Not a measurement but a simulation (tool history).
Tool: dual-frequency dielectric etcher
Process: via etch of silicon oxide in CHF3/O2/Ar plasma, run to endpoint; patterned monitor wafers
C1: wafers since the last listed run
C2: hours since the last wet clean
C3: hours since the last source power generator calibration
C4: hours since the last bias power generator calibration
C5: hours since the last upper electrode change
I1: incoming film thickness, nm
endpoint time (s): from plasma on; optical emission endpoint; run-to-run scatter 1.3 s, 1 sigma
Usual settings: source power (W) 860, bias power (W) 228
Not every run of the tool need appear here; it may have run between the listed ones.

Run 1, day 0.000: usual settings but source power (W) 970; C1 0; C2 328.7; C3 3080.1; C4 3985.0; C5 781.0; I1 754.9. Result: endpoint time (s) 290.3.
Run 2, day 2.946: usual settings but source power (W) 970; C1 212; C2 399.4; C3 3150.8; C4 4055.7; C5 851.7; I1 760.1. Result: endpoint time (s) 295.3.
Run 3, day 7.379: usual settings but source power (W) 970; C1 319; C2 505.8; C3 3257.2; C4 4162.1; C5 958.1; I1 749.2. Result: endpoint time (s) 291.0.
Run 4, day 9.871: usual settings; C1 179; C2 565.6; C3 3317.0; C4 4221.9; C5 1017.9; I1 756.9. Result: endpoint time (s) 301.8.
At day 11.304: wet clean of the chamber.
Run 5, day 14.008: usual settings; C1 225; C2 64.9; C3 3416.3; C4 4321.2; C5 1117.2; I1 749.1. Result: endpoint time (s) 304.1.
Run 6, day 16.012: usual settings but bias power (W) 267; C1 144; C2 113.0; C3 3464.4; C4 4369.3; C5 1165.3; I1 756.2. Result: endpoint time (s) 287.5.
Run 7, day 19.162: usual settings but bias power (W) 267; C1 226; C2 188.6; C3 3540.0; C4 4444.9; C5 1240.9; I1 761.6. Result: endpoint time (s) 292.3.
Run 8, day 27.100: usual settings but bias power (W) 267; C1 571; C2 379.1; C3 3730.5; C4 4635.4; C5 1431.4; I1 758.7. Result: endpoint time (s) 286.8.
Run 9, day 28.746: usual settings but bias power (W) 191; C1 118; C2 418.6; C3 3770.0; C4 4674.9; C5 1470.9; I1 755.6. Result: endpoint time (s) 329.5.
Run 10, day 33.225: usual settings but bias power (W) 191; C1 322; C2 526.1; C3 3877.5; C4 4782.4; C5 1578.4; I1 750.6. Result: endpoint time (s) 324.2.
At day 37.158: source power generator calibrated.
At day 37.667: wet clean of the chamber.
At day 38.388: upper electrode replaced.
Run 11, day 38.408: usual settings but source power (W) 950, bias power (W) 249; C1 272; C2 17.8; C3 30.0; C4 4906.8; C5 0.5; I1 758.1. Result: endpoint time (s) 287.7.
Run 12, day 38.729: usual settings but source power (W) 780, bias power (W) 281; C1 23; C2 25.5; C3 37.7; C4 4914.5; C5 8.2; I1 759.7. Result: endpoint time (s) 293.4.

For run 13, what comes out?
Run 13, day 42.808: usual settings but bias power (W) 267; C1 293; C2 123.4; C3 135.6; C4 5012.4; C5 106.1; I1 763.1. Result: endpoint time (s) ?.

Run 13 produced endpoint time (s) 288.8.
Without the tool's hidden state the same run would have given endpoint time (s) 290.8.
